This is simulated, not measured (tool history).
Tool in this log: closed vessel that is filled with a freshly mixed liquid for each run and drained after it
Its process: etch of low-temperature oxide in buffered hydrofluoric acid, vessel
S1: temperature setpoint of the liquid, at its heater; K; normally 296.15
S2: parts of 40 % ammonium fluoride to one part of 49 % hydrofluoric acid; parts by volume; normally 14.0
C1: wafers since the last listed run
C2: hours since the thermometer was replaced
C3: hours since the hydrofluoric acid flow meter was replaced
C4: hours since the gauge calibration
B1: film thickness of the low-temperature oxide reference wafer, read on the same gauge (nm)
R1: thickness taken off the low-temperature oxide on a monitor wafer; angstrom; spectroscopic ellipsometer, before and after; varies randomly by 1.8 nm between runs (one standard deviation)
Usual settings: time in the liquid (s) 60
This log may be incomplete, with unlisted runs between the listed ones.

Run 1, hour 0.0: usual settings but S2 18.0 parts by volume, time in the liquid (s) 70; C1 0; C2 392.1; C3 258.3; C4 394.2; B1 30.00. Result: R1 1890.8 angstrom.
Run 2, hour 50.3: usual settings but S2 13.0 parts by volume; C1 3629; C2 442.4; C3 308.6; C4 444.5; B1 30.00. Result: R1 2300.9 angstrom.
Run 3, hour 110.0: usual settings; C1 4307; C2 502.1; C3 368.3; C4 504.2; B1 30.01. Result: R1 2126.8 angstrom.
Run 4, hour 187.8: usual settings; C1 5613; C2 579.9; C3 446.1; C4 582.0; B1 29.98. Result: R1 2136.3 angstrom.
Run 5, hour 239.3: usual settings; C1 3715; C2 631.4; C3 497.6; C4 633.5; B1 29.98. Result: R1 2171.4 angstrom.
Run 6, hour 298.6: usual settings; C1 4278; C2 690.7; C3 556.9; C4 692.8; B1 29.98. Result: R1 2163.0 angstrom.
Run 7, hour 355.2: usual settings but time in the liquid (s) 45; C1 4083; C2 747.3; C3 613.5; C4 749.4; B1 30.00. Result: R1 1610.1 angstrom.
Run 8, hour 396.9: usual settings but time in the liquid (s) 45; C1 3008; C2 789.0; C3 655.2; C4 791.1; B1 30.00. Result: R1 1621.2 angstrom.
Run 9, hour 451.6: usual settings; C1 3946; C2 843.7; C3 709.9; C4 845.8; B1 29.98. Result: R1 2146.2 angstrom.
At hour 476.2: hydrofluoric acid flow meter replaced.
Run 10, hour 490.2: usual settings; C1 2712; C2 882.3; C3 14.0; C4 884.4; B1 30.01. Result: R1 2170.7 angstrom.
Run 11, hour 528.1: usual settings; C1 2734; C2 920.2; C3 51.9; C4 922.3; B1 30.00. Result: R1 2146.6 angstrom.
Run 12, hour 633.0: usual settings; C1 7568; C2 1025.1; C3 156.8; C4 1027.2; B1 30.01. Result: R1 2170.6 angstrom.
Run 13, hour 694.0: usual settings; C1 4401; C2 1086.1; C3 217.8; C4 1088.2; B1 29.98. Result: R1 2159.8 angstrom.
At hour 717.4: gauge calibrated.
Run 14, hour 754.2: usual settings; C1 4343; C2 1146.3; C3 278.0; C4 36.8; B1 30.01. Result: R1 2173.7 angstrom.
Run 15, hour 854.9: usual settings but S1 298.15 K; C1 7265; C2 1247.0; C3 378.7; C4 137.5; B1 29.98. Result: R1 2446.4 angstrom.
Run 16, hour 904.2: usual settings but time in the liquid (s) 75; C1 3557; C2 1296.3; C3 428.0; C4 186.8; B1 30.03. Result: R1 2715.5 angstrom.
At hour 912.6: thermometer replaced.
Run 17, hour 1002.3: usual settings; C1 7006; C2 89.7; C3 526.1; C4 284.9; B1 30.00. Result: R1 2072.7 angstrom.
Run 18, hour 1061.4: usual settings but S2 17.5 parts by volume; C1 4264; C2 148.8; C3 585.2; C4 344.0; B1 29.98. Result: R1 1684.9 angstrom.
At hour 1125.3: hydrofluoric acid flow meter replaced.
Run 19, hour 1154.8: usual settings but time in the liquid (s) 90; C1 6666; C2 242.2; C3 29.5; C4 437.4; B1 30.02. Result: R1 3142.7 angstrom.
Run 20, hour 1211.4: usual settings but S2 12.0 parts by volume, time in the liquid (s) 85; C1 4083; C2 298.8; C3 86.1; C4 494.0; B1 29.97. Result: R1 3437.1 angstrom.
Run 21, hour 1313.0: usual settings but S1 292.65 K; C1 7330; C2 400.4; C3 187.7; C4 595.6; B1 30.03. Result: R1 1748.7 angstrom.
Run 22, hour 1419.0: usual settings but S1 292.15 K, time in the liquid (s) 35; C1 7648; C2 506.4; C3 293.7; C4 701.6; B1 29.99. Result: R1 977.5 angstrom.
Run 23, hour 1520.7: usual settings but time in the liquid (s) 80; C1 7337; C2 608.1; C3 395.4; C4 803.3; B1 29.98. Result: R1 2844.2 angstrom.
Run 24, hour 1626.4: usual settings but S2 11.5 parts by volume, time in the liquid (s) 95; C1 7626; C2 713.8; C3 501.1; C4 909.0; B1 29.98. Result: R1 4076.2 angstrom.
Run 25, hour 1684.9: usual settings but S1 298.15 K, S2 12.5 parts by volume, time in the liquid (s) 95; C1 4220; C2 772.3; C3 559.6; C4 967.5; B1 30.03. Result: R1 4215.7 angstrom.
Run 26, hour 1730.8: usual settings but S1 294.65 K, time in the liquid (s) 50; C1 3311; C2 818.2; C3 605.5; C4 1013.4; B1 30.00. Result: R1 1648.5 angstrom.
At hour 1801.0: gauge calibrated.
Run 27, hour 1823.7: usual settings but S2 19.0 parts by volume; C1 6702; C2 911.1; C3 698.4; C4 22.7; B1 29.99. Result: R1 1620.7 angstrom.
At hour 1860.0: hydrofluoric acid flow meter replaced.
Run 28, hour 1863.9: usual settings; C1 2828; C2 951.3; C3 3.9; C4 62.9; B1 30.00. Result: R1 2157.9 angstrom.
Run 29, hour 1940.1: usual settings but S2 16.5 parts by volume, time in the liquid (s) 80; C1 5498; C2 1027.5; C3 80.1; C4 139.1; B1 30.00. Result: R1 2472.4 angstrom.
Run 30, hour 1991.6: usual settings; C1 3715; C2 1079.0; C3 131.6; C4 190.6; B1 30.04. Result: R1 2138.1 angstrom.
Run 31, hour 2040.1: usual settings but S1 292.65 K, time in the liquid (s) 85; C1 3499; C2 1127.5; C3 180.1; C4 239.1; B1 30.00. Result: R1 2548.7 angstrom.

Give the tool's hidden conditions for every run:
hydrofluoric acid flow below the setpoint (%): 0 at every run
gauge reads high (%): 0 at every run
H1: liquid hotter than its thermometer reads (K)
run      H1
  1   0.351
  2   0.386
  3   0.428
  4   0.483
  5    0.52
  6   0.562
  7   0.602
  8   0.631
  9    0.67
 10   0.697
 11   0.724
 12   0.798
 13   0.841
 14   0.883
 15   0.955
 16   0.989
 17  0.0645
 18   0.106
 19   0.172
 20   0.212
 21   0.284
 22   0.359
 23   0.431
 24   0.505
 25   0.547
 26   0.579
 27   0.645
 28   0.673
 29   0.727
 30   0.764
 31   0.798
